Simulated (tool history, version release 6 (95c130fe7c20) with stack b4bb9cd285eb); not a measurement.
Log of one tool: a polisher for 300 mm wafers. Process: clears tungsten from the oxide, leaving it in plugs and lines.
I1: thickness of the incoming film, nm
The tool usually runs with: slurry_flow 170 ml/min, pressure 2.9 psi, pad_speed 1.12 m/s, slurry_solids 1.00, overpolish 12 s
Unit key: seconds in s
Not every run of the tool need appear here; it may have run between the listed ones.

run 1 hour=0.0 | slurry_flow=170 pressure=2.9 pad_speed=1.12 slurry_solids=1.25 overpolish=12 | I1=334.9 | seconds=95.1
run 2 hour=16.1 | slurry_flow=170 pressure=2.9 pad_speed=1.12 slurry_solids=1.25 overpolish=12 | I1=326.5 | seconds=92.4
run 3 hour=22.2 | slurry_flow=170 pressure=2.9 pad_speed=1.12 slurry_solids=1.25 overpolish=12 | I1=329.6 | seconds=94.9
-- hour=24.7 slurry nozzle cleaned
run 4 hour=39.9 | slurry_flow=170 pressure=2.9 pad_speed=1.12 slurry_solids=1.00 overpolish=16 | I1=328.4 | seconds=91.2
run 5 hour=46.7 | slurry_flow=170 pressure=2.9 pad_speed=1.12 slurry_solids=1.00 overpolish=16 | I1=334.1 | seconds=92.6
-- hour=55.4 slurry tank refilled with fresh slurry and peroxide
-- hour=57.5 slurry blender recalibrated
run 6 hour=58.5 | slurry_flow=170 pressure=2.9 pad_speed=1.12 slurry_solids=1.00 overpolish=16 | I1=334.2 | seconds=94.6
-- hour=69.8 worn pad replaced by a new one
run 7 hour=76.4 | slurry_flow=200 pressure=2.9 pad_speed=0.88 slurry_solids=1.00 overpolish=12 | I1=330.6 | seconds=115.3
run 8 hour=86.5 | slurry_flow=200 pressure=2.9 pad_speed=0.88 slurry_solids=1.00 overpolish=12 | I1=336.0 | seconds=116.2
run 9 hour=98.6 | slurry_flow=170 pressure=2.9 pad_speed=1.12 slurry_solids=0.85 overpolish=10 | I1=331.1 | seconds=94.3
run 10 hour=111.0 | slurry_flow=120 pressure=2.9 pad_speed=1.12 slurry_solids=1.20 overpolish=10 | I1=335.7 | seconds=97.6
run 11 hour=122.9 | slurry_flow=195 pressure=2.9 pad_speed=1.12 slurry_solids=1.00 overpolish=12 | I1=331.0 | seconds=92.0
run 12 hour=139.9 | slurry_flow=135 pressure=3.2 pad_speed=1.30 slurry_solids=1.00 overpolish=7 | I1=329.2 | seconds=75.2
run 13 hour=148.2 | slurry_flow=220 pressure=2.9 pad_speed=1.12 slurry_solids=1.00 overpolish=9 | I1=333.6 | seconds=89.3
-- hour=164.3 worn pad replaced by a new one
run 14 hour=164.8 | slurry_flow=190 pressure=2.4 pad_speed=1.12 slurry_solids=0.80 overpolish=12 | I1=330.2 | seconds=113.3
run 15 hour=173.6 | slurry_flow=170 pressure=3.8 pad_speed=1.22 slurry_solids=0.90 overpolish=14 | I1=328.3 | seconds=65.3
run 16 hour=187.2 | slurry_flow=170 pressure=2.5 pad_speed=0.86 slurry_solids=1.20 overpolish=7 | I1=334.7 | seconds=141.0
-- hour=193.2 head pressure recalibrated
run 17 hour=205.2 | slurry_flow=170 pressure=2.9 pad_speed=1.34 slurry_solids=1.00 overpolish=12 | I1=329.7 | seconds=78.0
run 18 hour=212.5 | slurry_flow=170 pressure=3.6 pad_speed=0.72 slurry_solids=1.00 overpolish=12 | I1=324.5 | seconds=115.7
-- hour=216.8 slurry tank refilled with fresh slurry and peroxide
run 19 hour=256.7 | slurry_flow=170 pressure=2.9 pad_speed=1.24 slurry_solids=1.20 overpolish=12 | I1=329.8 | seconds=82.5
-- hour=260.7 worn pad replaced by a new one
run 20 hour=267.0 | slurry_flow=195 pressure=2.9 pad_speed=1.40 slurry_solids=1.00 overpolish=17 | I1=328.5 | seconds=72.4
run 21 hour=278.4 | slurry_flow=170 pressure=2.9 pad_speed=1.12 slurry_solids=1.00 overpolish=12 | I1=330.4 | seconds=94.8
run 22 hour=288.4 | slurry_flow=170 pressure=2.9 pad_speed=1.12 slurry_solids=1.00 overpolish=12 | I1=330.2 | seconds=93.6
-- hour=298.1 slurry blender recalibrated
run 23 hour=304.1 | slurry_flow=170 pressure=2.4 pad_speed=0.88 slurry_solids=0.90 overpolish=9 | I1=324.5 | seconds=142.9
run 24 hour=314.1 | slurry_flow=210 pressure=2.9 pad_speed=1.12 slurry_solids=1.00 overpolish=12 | I1=332.7 | seconds=92.4
run 25 hour=320.8 | slurry_flow=170 pressure=2.9 pad_speed=1.12 slurry_solids=1.00 overpolish=12 | I1=330.4 | seconds=93.9

5 ways to go on from here, each from the tool as it stands after run 25. What would each give?
run A hour=321.2 | slurry_flow=170 pressure=2.9 pad_speed=1.12 slurry_solids=1.00 overpolish=12 | I1=331.0 | seconds=?
run B hour=321.2 | slurry_flow=150 pressure=2.1 pad_speed=1.34 slurry_solids=1.00 overpolish=10 | I1=331.0 | seconds=?
run C hour=321.2 | slurry_flow=170 pressure=2.9 pad_speed=1.12 slurry_solids=1.00 overpolish=19 | I1=331.0 | seconds=?
run D hour=321.2 | slurry_flow=135 pressure=3.7 pad_speed=1.12 slurry_solids=1.00 overpolish=12 | I1=331.0 | seconds=?
run E hour=321.2 | slurry_flow=170 pressure=2.9 pad_speed=0.90 slurry_solids=1.00 overpolish=12 | I1=331.0 | seconds=?

run=A seconds=95.1
run=B seconds=112.2
run=C seconds=95.1
run=D seconds=77.7
run=E seconds=118.3
With the hidden condition removed and each run's random variation left untouched, the same runs would have given:
run=A seconds=92.0
run=B seconds=108.1
run=C seconds=92.0
run=D seconds=74.6
run=E seconds=114.4
